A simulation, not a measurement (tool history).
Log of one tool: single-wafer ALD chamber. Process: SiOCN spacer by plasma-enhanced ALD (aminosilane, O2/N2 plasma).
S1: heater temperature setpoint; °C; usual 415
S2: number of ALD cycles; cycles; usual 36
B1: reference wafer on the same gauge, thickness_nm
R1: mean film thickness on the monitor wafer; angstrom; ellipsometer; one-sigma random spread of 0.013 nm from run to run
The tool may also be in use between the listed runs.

Run 1, day 0.000: usual settings; B1 1.862. Result: R1 21.49 angstrom.
Run 2, day 1.996: usual settings; B1 1.862. Result: R1 21.63 angstrom.
Run 3, day 5.300: usual settings; B1 1.864. Result: R1 21.63 angstrom.
Run 4, day 8.954: usual settings; B1 1.869. Result: R1 21.93 angstrom.
Run 5, day 19.717: usual settings; B1 1.879. Result: R1 21.69 angstrom.
At day 21.196: gauge calibrated.
Run 6, day 21.800: usual settings; B1 1.820. Result: R1 21.25 angstrom.
Run 7, day 25.575: usual settings; B1 1.825. Result: R1 21.10 angstrom.
Run 8, day 28.817: usual settings but S2 41 cycles; B1 1.827. Result: R1 24.14 angstrom.
Run 9, day 30.996: usual settings but S1 426 °C; B1 1.827. Result: R1 20.25 angstrom.
Run 10, day 35.196: usual settings but S1 422 °C; B1 1.828. Result: R1 20.85 angstrom.
Run 11, day 37.471: usual settings but S1 426 °C, S2 30 cycles; B1 1.833. Result: R1 17.21 angstrom.
Run 12, day 39.688: usual settings; B1 1.840. Result: R1 21.25 angstrom.
At day 41.708: thermocouple changed; heater temperature recalibrated.
Run 13, day 41.729: usual settings but S1 404 °C, S2 43 cycles; B1 1.836. Result: R1 26.63 angstrom.
Run 14, day 45.504: usual settings; B1 1.839. Result: R1 21.43 angstrom.
Run 15, day 48.996: usual settings but S1 421 °C, S2 38 cycles; B1 1.842. Result: R1 22.10 angstrom.
Run 16, day 51.133: usual settings but S1 426 °C, S2 39 cycles; B1 1.847. Result: R1 22.34 angstrom.
Run 17, day 54.533: usual settings but S1 421 °C, S2 39 cycles; B1 1.846. Result: R1 22.63 angstrom.

Alternative continuations, all from the tool just after run 17; predict every row:
Run A, day 54.554: usual settings but S2 43 cycles; B1 ?. Result: R1 ?.
Run B, day 54.554: usual settings but S1 430 °C; B1 ?. Result: R1 ?.
Run C, day 54.554: usual settings but S1 411 °C, S2 41 cycles; B1 ?. Result: R1 ?.
Run D, day 54.554: usual settings but S2 38 cycles; B1 ?. Result: R1 ?.

run     B1     R1
  A  1.844  25.42
  B  1.844  20.14
  C  1.844  24.59
  D  1.844  22.47
Stripped of hidden state, with their random variation kept, the same runs would have yielded:
run     R1
  A  25.05
  B  19.85
  C  24.23
  D  22.14
